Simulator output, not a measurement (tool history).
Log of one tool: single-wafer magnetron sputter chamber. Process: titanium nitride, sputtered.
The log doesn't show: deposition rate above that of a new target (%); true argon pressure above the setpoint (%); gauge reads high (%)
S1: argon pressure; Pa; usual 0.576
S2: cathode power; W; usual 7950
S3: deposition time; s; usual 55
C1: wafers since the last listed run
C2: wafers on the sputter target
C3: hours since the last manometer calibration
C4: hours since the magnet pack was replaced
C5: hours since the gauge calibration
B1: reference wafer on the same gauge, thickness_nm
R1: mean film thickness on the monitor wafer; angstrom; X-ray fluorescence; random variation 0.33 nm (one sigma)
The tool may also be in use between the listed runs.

run	day	S1	S2	S3	C1	C2	C3	C4	C5	B1	R1
1	0	0.576	7950	55	0	1616	1202.6	3758	216.8	85.979	779.47
2	1.729	0.576	6450	55	762	2379	1244.1	3799.5	258.3	85.765	624.41
3	3.792	0.576	6450	55	909	3289	1293.6	3849	307.8	86.075	621.84
4	6.075	0.576	6450	55	1007	4296	1348.4	3903.8	362.6	85.925	620.11
# day 8.392: sputter target and shields replaced
5	10.338	0.576	7950	48.9	1733	857	1450.7	4006.1	464.9	85.909	702.59
6	12.058	0.576	7950	48.9	759	1617	1492	4047.4	506.2	85.905	690.92
7	15.383	0.576	7950	48.9	1466	3083	1571.8	4127.2	586	85.821	687.14
8	18.742	0.513	7950	55	1481	4565	1652.4	4207.8	666.6	85.723	769.75
# day 20.583: capacitance manometer re-zeroed and calibrated
# day 20.708: sputter target and shields replaced
9	20.729	0.576	7950	55	675	9	3.5	4255.5	714.3	85.847	795.06
10	24.183	0.459	8650	63.8	1523	1533	86.4	4338.4	797.2	85.845	1030.45
11	32.925	0.704	7950	62.6	3856	5389	296.2	4548.2	1007	85.868	808.86
# day 33.733: sputter target and shields replaced
12	35.05	0.576	7950	55	790	581	347.2	4599.2	1058	85.824	786.99
# day 36.925: magnet pack replaced
13	37.575	0.576	6300	45.5	966	1548	407.8	15.6	1118.6	86.004	509.28
14	39.6	0.576	7950	55	893	2442	456.4	64.2	1167.2	85.809	769.34
# day 41.7: gauge calibrated
15	43.867	0.489	7950	55	1882	4324	558.8	166.6	52	85.84	782.16
# day 45.767: sputter target and shields replaced
16	46.312	0.576	7950	55	931	240	617.5	225.3	110.7	85.978	783.7
17	53.417	0.454	8700	58.7	3134	3374	788	395.8	281.2	85.867	931.97
# day 57.133: sputter target and shields replaced
18	57.208	0.507	8450	55	1525	33	879	486.8	372.2	85.822	862.84
19	60.492	0.768	6100	44.9	1448	1482	957.8	565.6	451	85.932	454.16

The same runs without the tool's hidden state, with the same run-to-run variation:
run	R1
1	796.34
2	642.77
3	645.97
4	650.74
5	709.13
6	702.55
7	708.92
8	806.05
9	797.04
10	1048.48
11	855.44
12	795.76
13	520.61
14	793.46
15	822.1
16	790.41
17	969.55
18	867.42
19	463.08
